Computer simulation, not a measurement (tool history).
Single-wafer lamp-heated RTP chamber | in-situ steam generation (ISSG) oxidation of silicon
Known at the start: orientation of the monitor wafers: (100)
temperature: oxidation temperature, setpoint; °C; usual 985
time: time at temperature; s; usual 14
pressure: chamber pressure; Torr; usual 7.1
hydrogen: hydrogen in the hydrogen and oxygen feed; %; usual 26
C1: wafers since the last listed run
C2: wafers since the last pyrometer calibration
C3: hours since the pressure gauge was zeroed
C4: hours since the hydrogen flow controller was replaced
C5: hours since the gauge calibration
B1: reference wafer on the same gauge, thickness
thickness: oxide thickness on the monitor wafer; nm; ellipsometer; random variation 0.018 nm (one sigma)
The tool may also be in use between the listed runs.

{"run": 1, "hour": 0.0, "temperature": 985, "time": 14, "pressure": 7.1, "hydrogen": 26, "C1": 0, "C2": 2882, "C3": 2908.1, "C4": 2727.3, "C5": 611.0, "B1": 5.244, "thickness": 4.61}
{"run": 2, "hour": 25.9, "temperature": 985, "time": 14, "pressure": 7.1, "hydrogen": 26, "C1": 346, "C2": 3229, "C3": 2934.0, "C4": 2753.2, "C5": 636.9, "B1": 5.253, "thickness": 4.61}
{"run": 3, "hour": 90.2, "temperature": 985, "time": 14, "pressure": 7.1, "hydrogen": 26, "C1": 860, "C2": 4090, "C3": 2998.3, "C4": 2817.5, "C5": 701.2, "B1": 5.261, "thickness": 4.635}
{"run": 4, "hour": 122.3, "temperature": 985, "time": 14, "pressure": 7.1, "hydrogen": 26, "C1": 429, "C2": 4520, "C3": 3030.4, "C4": 2849.6, "C5": 733.3, "B1": 5.268, "thickness": 4.628}
{"hour": 169.0, "done": "pyrometer window cleaned and pyrometer calibrated"}
{"run": 5, "hour": 169.5, "temperature": 974, "time": 14, "pressure": 7.7, "hydrogen": 26, "C1": 524, "C2": 6, "C3": 3077.6, "C4": 2896.8, "C5": 780.5, "B1": 5.278, "thickness": 4.489}
{"run": 6, "hour": 272.3, "temperature": 974, "time": 14, "pressure": 7.7, "hydrogen": 26, "C1": 1376, "C2": 1382, "C3": 3180.4, "C4": 2999.6, "C5": 883.3, "B1": 5.299, "thickness": 4.518}
{"run": 7, "hour": 325.1, "temperature": 985, "time": 12, "pressure": 6.9, "hydrogen": 26, "C1": 706, "C2": 2089, "C3": 3233.2, "C4": 3052.4, "C5": 936.1, "B1": 5.31, "thickness": 4.383}
{"hour": 348.0, "done": "gauge calibrated"}
{"run": 8, "hour": 394.7, "temperature": 985, "time": 12, "pressure": 6.9, "hydrogen": 26, "C1": 931, "C2": 3021, "C3": 3302.8, "C4": 3122.0, "C5": 46.7, "B1": 5.144, "thickness": 4.25}
{"run": 9, "hour": 463.4, "temperature": 985, "time": 12, "pressure": 6.9, "hydrogen": 26, "C1": 919, "C2": 3941, "C3": 3371.5, "C4": 3190.7, "C5": 115.4, "B1": 5.162, "thickness": 4.252}
{"run": 10, "hour": 490.0, "temperature": 985, "time": 14, "pressure": 7.1, "hydrogen": 26, "C1": 356, "C2": 4297, "C3": 3398.1, "C4": 3217.3, "C5": 142.0, "B1": 5.162, "thickness": 4.55}
{"run": 11, "hour": 561.8, "temperature": 995, "time": 18, "pressure": 7.1, "hydrogen": 26, "C1": 961, "C2": 5258, "C3": 3469.9, "C4": 3289.1, "C5": 213.8, "B1": 5.176, "thickness": 5.297}
{"hour": 576.2, "done": "pyrometer window cleaned and pyrometer calibrated"}
{"run": 12, "hour": 623.4, "temperature": 995, "time": 18, "pressure": 7.1, "hydrogen": 26, "C1": 717, "C2": 631, "C3": 3531.5, "C4": 3350.7, "C5": 275.4, "B1": 5.191, "thickness": 5.259}
{"run": 13, "hour": 718.3, "temperature": 995, "time": 18, "pressure": 7.1, "hydrogen": 26, "C1": 1270, "C2": 1902, "C3": 3626.4, "C4": 3445.6, "C5": 370.3, "B1": 5.205, "thickness": 5.293}
{"run": 14, "hour": 764.4, "temperature": 985, "time": 18, "pressure": 7.1, "hydrogen": 26, "C1": 617, "C2": 2519, "C3": 3672.5, "C4": 3491.7, "C5": 416.4, "B1": 5.214, "thickness": 5.107}
{"run": 15, "hour": 805.1, "temperature": 985, "time": 14, "pressure": 7.1, "hydrogen": 26, "C1": 544, "C2": 3064, "C3": 3713.2, "C4": 3532.4, "C5": 457.1, "B1": 5.226, "thickness": 4.608}
{"hour": 916.1, "done": "pyrometer window cleaned and pyrometer calibrated"}
{"hour": 933.3, "done": "hydrogen flow controller replaced"}
{"run": 16, "hour": 1011.9, "temperature": 985, "time": 14, "pressure": 7.1, "hydrogen": 26, "C1": 2554, "C2": 1175, "C3": 3920.0, "C4": 78.6, "C5": 663.9, "B1": 5.259, "thickness": 4.596}
{"run": 17, "hour": 1053.6, "temperature": 985, "time": 14, "pressure": 8.3, "hydrogen": 26, "C1": 558, "C2": 1734, "C3": 3961.7, "C4": 120.3, "C5": 705.6, "B1": 5.269, "thickness": 4.642}
{"run": 18, "hour": 1112.2, "temperature": 985, "time": 16, "pressure": 6.9, "hydrogen": 26, "C1": 784, "C2": 2518, "C3": 4020.3, "C4": 178.9, "C5": 764.2, "B1": 5.282, "thickness": 4.862}
{"run": 19, "hour": 1160.8, "temperature": 992, "time": 17, "pressure": 6.9, "hydrogen": 26, "C1": 650, "C2": 3169, "C3": 4068.9, "C4": 227.5, "C5": 812.8, "B1": 5.289, "thickness": 5.199}
{"run": 20, "hour": 1223.5, "temperature": 967, "time": 14, "pressure": 7.1, "hydrogen": 32, "C1": 839, "C2": 4008, "C3": 4131.6, "C4": 290.2, "C5": 875.5, "B1": 5.305, "thickness": 4.699}
{"run": 21, "hour": 1255.9, "temperature": 977, "time": 14, "pressure": 7.1, "hydrogen": 32, "C1": 433, "C2": 4442, "C3": 4164.0, "C4": 322.6, "C5": 907.9, "B1": 5.308, "thickness": 4.873}
{"hour": 1275.6, "done": "gauge calibrated"}
{"hour": 1309.0, "done": "pressure gauge zeroed"}
{"hour": 1319.1, "done": "pyrometer window cleaned and pyrometer calibrated"}
{"run": 22, "hour": 1322.1, "temperature": 995, "time": 18, "pressure": 7.1, "hydrogen": 26, "C1": 672, "C2": 39, "C3": 13.1, "C4": 388.8, "C5": 46.5, "B1": 5.136, "thickness": 5.222}
{"run": 23, "hour": 1370.5, "temperature": 971, "time": 14, "pressure": 8.1, "hydrogen": 26, "C1": 648, "C2": 687, "C3": 61.5, "C4": 437.2, "C5": 94.9, "B1": 5.147, "thickness": 4.333}
{"run": 24, "hour": 1415.3, "temperature": 985, "time": 14, "pressure": 7.1, "hydrogen": 26, "C1": 599, "C2": 1287, "C3": 106.3, "C4": 482.0, "C5": 139.7, "B1": 5.156, "thickness": 4.543}
{"run": 25, "hour": 1605.9, "temperature": 992, "time": 14, "pressure": 8.6, "hydrogen": 26, "C1": 2551, "C2": 3839, "C3": 296.9, "C4": 672.6, "C5": 330.3, "B1": 5.189, "thickness": 4.619}
{"run": 26, "hour": 1660.3, "temperature": 985, "time": 19, "pressure": 6.9, "hydrogen": 19, "C1": 728, "C2": 4567, "C3": 351.3, "C4": 727.0, "C5": 384.7, "B1": 5.199, "thickness": 4.776}
{"hour": 1727.1, "done": "pyrometer window cleaned and pyrometer calibrated"}
{"run": 27, "hour": 1745.4, "temperature": 985, "time": 14, "pressure": 7.1, "hydrogen": 26, "C1": 1032, "C2": 244, "C3": 436.4, "C4": 812.1, "C5": 469.8, "B1": 5.215, "thickness": 4.595}
{"run": 28, "hour": 1806.5, "temperature": 985, "time": 17, "pressure": 6.9, "hydrogen": 31, "C1": 818, "C2": 1062, "C3": 497.5, "C4": 873.2, "C5": 530.9, "B1": 5.229, "thickness": 5.2}

3 ways to go on from here, each from the tool as it stands after run 28. What would each give?
{"run": "A", "hour": 1806.9, "temperature": 985, "time": 14, "pressure": 7.1, "hydrogen": 30, "C1": 5, "C2": 1067, "C3": 497.9, "C4": 873.6, "C5": 531.3, "B1": "?", "thickness": "?"}
{"run": "B", "hour": 1806.9, "temperature": 1002, "time": 14, "pressure": 7.1, "hydrogen": 26, "C1": 5, "C2": 1067, "C3": 497.9, "C4": 873.6, "C5": 531.3, "B1": "?", "thickness": "?"}
{"run": "C", "hour": 1806.9, "temperature": 985, "time": 19, "pressure": 7.1, "hydrogen": 26, "C1": 5, "C2": 1067, "C3": 497.9, "C4": 873.6, "C5": 531.3, "B1": "?", "thickness": "?"}

run=A B1=5.227 thickness=4.800
run=B B1=5.227 thickness=4.887
run=C B1=5.227 thickness=5.239
Without the tool's hidden state the same runs would have given:
run=A thickness=4.729
run=B thickness=4.815
run=C thickness=5.162

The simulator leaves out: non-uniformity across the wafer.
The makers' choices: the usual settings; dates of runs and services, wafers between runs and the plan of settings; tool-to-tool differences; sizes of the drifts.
